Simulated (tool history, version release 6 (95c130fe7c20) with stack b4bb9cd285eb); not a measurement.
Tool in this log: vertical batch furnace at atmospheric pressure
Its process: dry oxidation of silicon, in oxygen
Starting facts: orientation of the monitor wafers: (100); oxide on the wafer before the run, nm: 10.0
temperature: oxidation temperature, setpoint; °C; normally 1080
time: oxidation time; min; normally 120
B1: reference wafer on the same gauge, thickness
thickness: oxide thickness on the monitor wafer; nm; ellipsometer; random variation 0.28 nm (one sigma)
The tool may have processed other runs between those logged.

{"run": 1, "day": 0.0, "temperature": 1080, "time": 120, "B1": 176.94, "thickness": 155.95}
{"run": 2, "day": 0.621, "temperature": 1080, "time": 120, "B1": 177.17, "thickness": 156.43}
{"run": 3, "day": 1.262, "temperature": 1080, "time": 120, "B1": 177.1, "thickness": 156.53}
{"run": 4, "day": 2.254, "temperature": 1080, "time": 120, "B1": 176.98, "thickness": 156.73}
{"run": 5, "day": 3.246, "temperature": 1080, "time": 120, "B1": 176.92, "thickness": 156.5}
{"day": 3.612, "done": "gauge calibrated"}
{"run": 6, "day": 3.9, "temperature": 1080, "time": 120, "B1": 177.11, "thickness": 156.69}
{"run": 7, "day": 4.554, "temperature": 1080, "time": 120, "B1": 176.99, "thickness": 156.72}
{"run": 8, "day": 5.304, "temperature": 1080, "time": 120, "B1": 177.03, "thickness": 157.28}
{"run": 9, "day": 6.075, "temperature": 1100, "time": 120, "B1": 177.1, "thickness": 178.07}
{"day": 7.175, "done": "boat lift adjusted"}
{"run": 10, "day": 7.196, "temperature": 1100, "time": 120, "B1": 177.09, "thickness": 178.4}
{"run": 11, "day": 7.988, "temperature": 1100, "time": 120, "B1": 176.91, "thickness": 178.64}
{"run": 12, "day": 8.462, "temperature": 1087, "time": 120, "B1": 177.08, "thickness": 165.05}
{"run": 13, "day": 9.6, "temperature": 1102, "time": 151, "B1": 176.99, "thickness": 207.09}
{"run": 14, "day": 10.188, "temperature": 1080, "time": 120, "B1": 177.08, "thickness": 157}
{"run": 15, "day": 11.308, "temperature": 1055, "time": 155, "B1": 176.95, "thickness": 154.69}
{"run": 16, "day": 12.454, "temperature": 1090, "time": 151.5, "B1": 177.08, "thickness": 194.29}
{"run": 17, "day": 12.979, "temperature": 1080, "time": 120, "B1": 176.97, "thickness": 156.77}
{"day": 14.008, "done": "gauge calibrated"}
{"day": 14.925, "done": "thermocouples replaced and temperature profile calibrated"}
{"run": 18, "day": 14.946, "temperature": 1072, "time": 84.5, "B1": 177, "thickness": 115.69}
{"run": 19, "day": 15.221, "temperature": 1104, "time": 173, "B1": 177.07, "thickness": 221.77}
{"run": 20, "day": 16.008, "temperature": 1096, "time": 72, "B1": 177.06, "thickness": 124.45}
{"run": 21, "day": 16.675, "temperature": 1071, "time": 120, "B1": 177.04, "thickness": 142.72}
{"run": 22, "day": 17.225, "temperature": 1056, "time": 120, "B1": 176.99, "thickness": 127.99}
{"run": 23, "day": 17.892, "temperature": 1068, "time": 75.5, "B1": 177.08, "thickness": 104.96}
{"run": 24, "day": 18.662, "temperature": 1062, "time": 136.5, "B1": 177, "thickness": 145.49}

Each row is a separate what-if for the run after 24, all from the same tool condition, not one after another. Results?
{"run": "A", "day": 18.942, "temperature": 1080, "time": 146, "B1": "?", "thickness": "?"}
{"run": "B", "day": 18.942, "temperature": 1068, "time": 120, "B1": "?", "thickness": "?"}
{"run": "C", "day": 18.942, "temperature": 1088, "time": 120, "B1": "?", "thickness": "?"}
{"run": "D", "day": 18.942, "temperature": 1073, "time": 69.5, "B1": "?", "thickness": "?"}
{"run": "E", "day": 18.942, "temperature": 1080, "time": 86, "B1": "?", "thickness": "?"}

run=A B1=176.9 thickness=171.57
run=B B1=176.9 thickness=139.51
run=C B1=176.9 thickness=160.78
run=D B1=176.9 thickness=102.88
run=E B1=176.9 thickness=123.62
The same runs, with their run-to-run variation unchanged, on a tool lacking any hidden condition would have given:
run=A thickness=170.62
run=B thickness=138.7
run=C thickness=159.89
run=D thickness=102.27
run=E thickness=122.9
